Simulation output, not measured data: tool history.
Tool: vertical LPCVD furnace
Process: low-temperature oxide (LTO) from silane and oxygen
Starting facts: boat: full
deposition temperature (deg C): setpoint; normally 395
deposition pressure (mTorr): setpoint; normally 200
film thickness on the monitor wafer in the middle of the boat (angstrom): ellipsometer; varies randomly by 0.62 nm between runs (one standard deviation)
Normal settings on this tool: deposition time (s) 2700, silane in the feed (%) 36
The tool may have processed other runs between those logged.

run    hour  deposition temperature (deg C)  deposition pressure (mTorr)  deposition time (s)  silane in the feed (%)  read-back reference wafer on the same gauge, thickness  film thickness on the monitor wafer in the middle of the boat (angstrom)
  1     0.0                             395                          170                 2700                      36                                                  353.90                                                                    2634.2
  2    63.3                             395                          200                 2700                      41                                                  353.92                                                                    3635.5
  3   110.9                             395                          200                 2700                      41                                                  353.90                                                                    3652.7
  4   211.2                             395                          200                 2700                      41                                                  354.11                                                                    3651.2
  5   278.7                             401                          215                 2700                      36                                                  353.85                                                                    3565.7
  6   336.9                             401                          215                 2700                      36                                                  353.92                                                                    3567.9
  7   404.9                             395                          160                 2700                      36                                                  353.99                                                                    2486.8
  8   694.8                             399                          200                 3210                      36                                                  353.99                                                                    3872.8
  9   772.6                             395                          200                 2700                      36                                                  353.87                                                                    3112.2
 10   819.7                             395                          200                 2700                      36                                                  354.05                                                                    3105.5
      890.3  -- thermocouples replaced and temperature profile calibrated
 11   926.6                             395                          200                 2700                      36                                                  354.01                                                                    3140.8
 12  1021.6                             395                          200                 2700                      36                                                  353.90                                                                    3143.8
 13  1068.7                             395                          215                 2700                      36                                                  354.15                                                                    3391.8
 14  1130.3                             395                          200                 2700                      36                                                  353.97                                                                    3157.2
     1168.5  -- gauge calibrated
 15  1223.9                             399                          200                 3210                      36                                                  354.04                                                                    3921.7
 16  1265.8                             398                          220                 3630                      38                                                  354.23                                                                    5177.7
 17  1304.0                             402                          235                 3480                      30                                                  353.84                                                                    4018.4
 18  1351.7                             385                          200                 2700                      36                                                  353.81                                                                    2804.6
     1447.4  -- pressure gauge zeroed
 19  1449.7                             395                          200                 2700                      36                                                  353.91                                                                    3158.0
     1514.6  -- thermocouples replaced and temperature profile calibrated, repeated, since the last time left the tool worse
 20  1515.1                             395                          200                 2700                      30                                                  353.95                                                                    2375.5
 21  1558.7                             395                          200                 3720                      36                                                  354.08                                                                    4221.0
     1621.0  -- silane flow controller replaced
 22  1650.6                             395                          200                 2700                      36                                                  353.88                                                                    3068.2
 23  1750.3                             384                          200                 2700                      40                                                  354.16                                                                    3085.6
 24  1931.2                             383                          200                 2310                      32                                                  353.98                                                                    1926.5
 25  2015.4                             395                          225                 2700                      36                                                  354.16                                                                    3461.9
 26  2061.2                             395                          200                 3390                      42                                                  353.95                                                                    4666.5
 27  2099.5                             395                          200                 2700                      36                                                  354.21                                                                    3079.5
 28  2157.6                             395                          200                 2700                      36                                                  354.22                                                                    3089.0
 29  2232.3                             399                          200                 1770                      36                                                  353.88                                                                    2113.4
 30  2324.4                             390                          185                 2220                      36                                                  353.72                                                                    2210.2

A few steps of film thickness on the monitor wafer in the middle of the boat (angstrom) between consecutive runs. Split each: what settings, incoming material and random variation would produce without the hidden state, and what is left over for the hidden state, along with gauge scatter present in only one of the two compared results (measured, and without hidden state):
Hidden state present: true tube temperature minus thermocouple reading, K; true pressure minus gauge reading, mTorr; deviation of the silane flow from its setpoint, %; gauge reads high (%).
Run 15 -> 16: deposition temperature (deg C) 399 -> 398, deposition pressure (mTorr) 200 -> 220, deposition time (s) 3210 -> 3630, silane in the feed (%) 36 -> 38. film thickness on the monitor wafer in the middle of the boat (angstrom) +1256.0: hidden state +35.4, all else +1220.6.
Run 17 -> 18: deposition temperature (deg C) 402 -> 385, deposition pressure (mTorr) 235 -> 200, deposition time (s) 3480 -> 2700, silane in the feed (%) 30 -> 36. film thickness on the monitor wafer in the middle of the boat (angstrom) -1213.8: hidden state -33.6, all else -1180.2.
Run 19 -> 20: silane in the feed (%) 36 -> 30, thermocouples replaced and temperature profile calibrated, repeated, since the last time left the tool worse. film thickness on the monitor wafer in the middle of the boat (angstrom) -782.5: hidden state -92.7, all else -689.8.
Run 20 -> 21: deposition time (s) 2700 -> 3720, silane in the feed (%) 30 -> 36. film thickness on the monitor wafer in the middle of the boat (angstrom) +1845.5: hidden state +3.6, all else +1841.9.
Run 24 -> 25: deposition temperature (deg C) 383 -> 395, deposition pressure (mTorr) 200 -> 225, deposition time (s) 2310 -> 2700, silane in the feed (%) 32 -> 36. film thickness on the monitor wafer in the middle of the boat (angstrom) +1535.4: hidden state +7.7, all else +1527.7.
Run 26 -> 27: deposition time (s) 3390 -> 2700, silane in the feed (%) 42 -> 36. film thickness on the monitor wafer in the middle of the boat (angstrom) -1587.0: hidden state -6.1, all else -1580.9.

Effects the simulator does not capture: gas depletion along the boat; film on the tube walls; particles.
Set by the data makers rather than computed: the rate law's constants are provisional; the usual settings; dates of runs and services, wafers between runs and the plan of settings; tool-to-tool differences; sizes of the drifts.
